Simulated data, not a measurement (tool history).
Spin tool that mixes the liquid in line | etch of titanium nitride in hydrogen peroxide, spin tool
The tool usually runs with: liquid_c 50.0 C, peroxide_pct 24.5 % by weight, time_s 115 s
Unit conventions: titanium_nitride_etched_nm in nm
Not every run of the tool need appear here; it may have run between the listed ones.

run     day  liquid_c  peroxide_pct  time_s  read-back film thickness of the titanium nitride reference wafer, read on the same gauge (nm)  titanium_nitride_etched_nm
  1   0.000      50.0          24.5     115                                                                                          40.01                        4.99
      0.350  -- thermometer replaced
  2   0.571      50.0          24.5     115                                                                                          40.04                        5.04
  3   1.483      50.0          24.5     115                                                                                          39.99                        5.02
  4   2.508      50.0          24.5     115                                                                                          39.98                        5.03
  5   3.446      50.0          24.5     115                                                                                          40.02                        5.06
      6.417  -- new drum of peroxide connected
  6   6.646      50.0          24.5     115                                                                                          40.02                        5.05
  7   7.712      46.0          18.0      90                                                                                          40.00                        2.68
  8   9.183      47.0          24.5     115                                                                                          40.05                        3.98
  9  10.550      57.5          27.0      60                                                                                          40.01                        4.54
 10  11.192      50.0          24.5      45                                                                                          40.00                        1.95
 11  12.600      59.5          22.0     115                                                                                          40.02                        9.61
     13.329  -- heated supply line repaired
 12  13.350      54.5          24.5      75                                                                                          39.97                        6.29
 13  14.608      50.0          24.5      95                                                                                          39.99                        5.68
 14  15.592      50.0          30.0     115                                                                                          40.00                        7.13
     16.538  -- peroxide flow meter replaced
 15  17.012      41.0          22.5     185                                                                                          40.00                        5.45
 16  17.679      44.0          30.0      95                                                                                          40.01                        3.80
 17  18.200      50.0          27.0      65                                                                                          40.01                        3.98
 18  18.946      58.0          24.5     115                                                                                          40.06                       12.23
 19  20.129      50.0          24.5     115                                                                                          40.03                        6.81
 20  21.171      50.0          24.5     115                                                                                          40.00                        6.90
 21  21.846      46.0          24.5     180                                                                                          40.04                        7.88
 22  22.867      57.5          27.0      60                                                                                          39.99                        6.20
     23.892  -- new drum of peroxide connected
 23  24.967      43.5          24.5     145                                                                                          39.99                        5.31
 24  26.304      55.5          27.0     140                                                                                          40.00                       12.56
 25  27.108      50.0          24.5     115                                                                                          39.93                        6.66
 26  31.196      50.0          24.5     115                                                                                          39.96                        6.65

Each row is a separate what-if for the run after 26, all from the same tool condition, not one after another. Results?
  A  31.212      43.5          24.5     115                                                                                              ?                           ?
  B  31.212      57.5          24.5     115                                                                                              ?                           ?
  C  31.212      57.0          24.5     165                                                                                              ?                           ?

run  read-back film thickness of the titanium nitride reference wafer, read on the same gauge (nm)  titanium_nitride_etched_nm
  A                                                                                          40.02                        4.10
  B                                                                                          40.02                       11.29
  C                                                                                          40.02                       15.65
With the hidden condition removed and each run's random variation left untouched, the same runs would have given:
run  titanium_nitride_etched_nm
  A                        4.28
  B                       11.74
  C                       16.27

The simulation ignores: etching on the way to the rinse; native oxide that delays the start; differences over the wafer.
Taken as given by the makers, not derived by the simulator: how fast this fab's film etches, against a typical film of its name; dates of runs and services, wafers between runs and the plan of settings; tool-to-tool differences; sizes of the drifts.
